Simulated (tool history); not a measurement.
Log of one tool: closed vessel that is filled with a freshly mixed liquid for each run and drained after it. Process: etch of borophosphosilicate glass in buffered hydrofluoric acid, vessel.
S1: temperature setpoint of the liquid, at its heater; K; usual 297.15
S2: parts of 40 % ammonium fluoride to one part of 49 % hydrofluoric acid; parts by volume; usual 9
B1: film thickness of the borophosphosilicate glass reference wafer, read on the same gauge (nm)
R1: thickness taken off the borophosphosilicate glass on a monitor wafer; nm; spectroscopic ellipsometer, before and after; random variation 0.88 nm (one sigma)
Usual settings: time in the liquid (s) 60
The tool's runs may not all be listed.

Run 1, hour 0: usual settings; B1 59.98. Result: R1 104.06 nm.
Run 2, hour 52.8: usual settings; B1 60.01. Result: R1 104.75 nm.
Run 3, hour 88.9: usual settings; B1 60. Result: R1 103.81 nm.
Run 4, hour 148.7: usual settings; B1 60. Result: R1 104.29 nm.
Run 5, hour 178.9: usual settings; B1 60. Result: R1 102.86 nm.
Run 6, hour 368.6: usual settings; B1 60.02. Result: R1 101.45 nm.
Run 7, hour 436.8: usual settings; B1 60.02. Result: R1 99.91 nm.
Run 8, hour 463.6: usual settings but S2 11.5 parts by volume; B1 59.98. Result: R1 80.4 nm.
Run 9, hour 488: usual settings but time in the liquid (s) 35; B1 59.97. Result: R1 59.25 nm.
Run 10, hour 544.5: usual settings but time in the liquid (s) 35; B1 60.01. Result: R1 58.7 nm.
Run 11, hour 589.2: usual settings but time in the liquid (s) 35; B1 59.98. Result: R1 58.06 nm.
Run 12, hour 648.8: usual settings; B1 59.99. Result: R1 99.72 nm.
Run 13, hour 675.4: usual settings; B1 60. Result: R1 100.86 nm.
Run 14, hour 744.2: usual settings but S2 7 parts by volume, time in the liquid (s) 90; B1 60.01. Result: R1 185.07 nm.
At hour 775.4: hydrofluoric acid flow meter replaced.
Run 15, hour 788.9: usual settings but S1 298.65 K, time in the liquid (s) 45; B1 60. Result: R1 88.69 nm.
At hour 825.7: thermometer replaced.
Run 16, hour 848.1: usual settings; B1 59.98. Result: R1 109.13 nm.
Run 17, hour 915.6: usual settings but S2 10 parts by volume; B1 60.01. Result: R1 100.69 nm.
Run 18, hour 977.1: usual settings but S1 301.15 K, S2 7 parts by volume, time in the liquid (s) 90; B1 60. Result: R1 261.69 nm.
Run 19, hour 1009.3: usual settings but S1 293.65 K, S2 6 parts by volume, time in the liquid (s) 90; B1 60.02. Result: R1 203.61 nm.
Run 20, hour 1045.2: usual settings but S1 294.15 K, S2 6.5 parts by volume, time in the liquid (s) 45; B1 59.98. Result: R1 96.13 nm.
At hour 1090.9: gauge calibrated.
Run 21, hour 1102.7: usual settings but S1 301.15 K, S2 6.5 parts by volume, time in the liquid (s) 90; B1 59.99. Result: R1 280.37 nm.
Run 22, hour 1165.8: usual settings but S1 294.65 K, time in the liquid (s) 30; B1 60.01. Result: R1 47.53 nm.
Run 23, hour 1213.1: usual settings but S1 299.65 K; B1 60. Result: R1 124.69 nm.
Run 24, hour 1265.8: usual settings but S1 299.15 K, S2 6 parts by volume, time in the liquid (s) 45; B1 60.03. Result: R1 134.1 nm.
Run 25, hour 1325.7: usual settings; B1 60.02. Result: R1 108.8 nm.
Run 26, hour 1392.9: usual settings; B1 59.99. Result: R1 108.1 nm.
Run 27, hour 1429.6: usual settings but time in the liquid (s) 30; B1 59.99. Result: R1 53.35 nm.

The tool's hidden state at each run:
liquid colder than its thermometer reads (K): 0 in every run
gauge reads high (%): 0 in every run
H1: hydrofluoric acid flow below the setpoint (%)
run    H1
  1  9.74
  2    10
  3  10.2
  4  10.5
  5  10.7
  6  11.7
  7  12.1
  8  12.2
  9  12.4
 10  12.7
 11  12.9
 12  13.2
 13  13.4
 14  13.7
 15  1.73
 16  2.05
 17  2.41
 18  2.74
 19  2.91
 20  3.11
 21  3.42
 22  3.76
 23  4.01
 24  4.29
 25  4.62
 26  4.98
 27  5.17
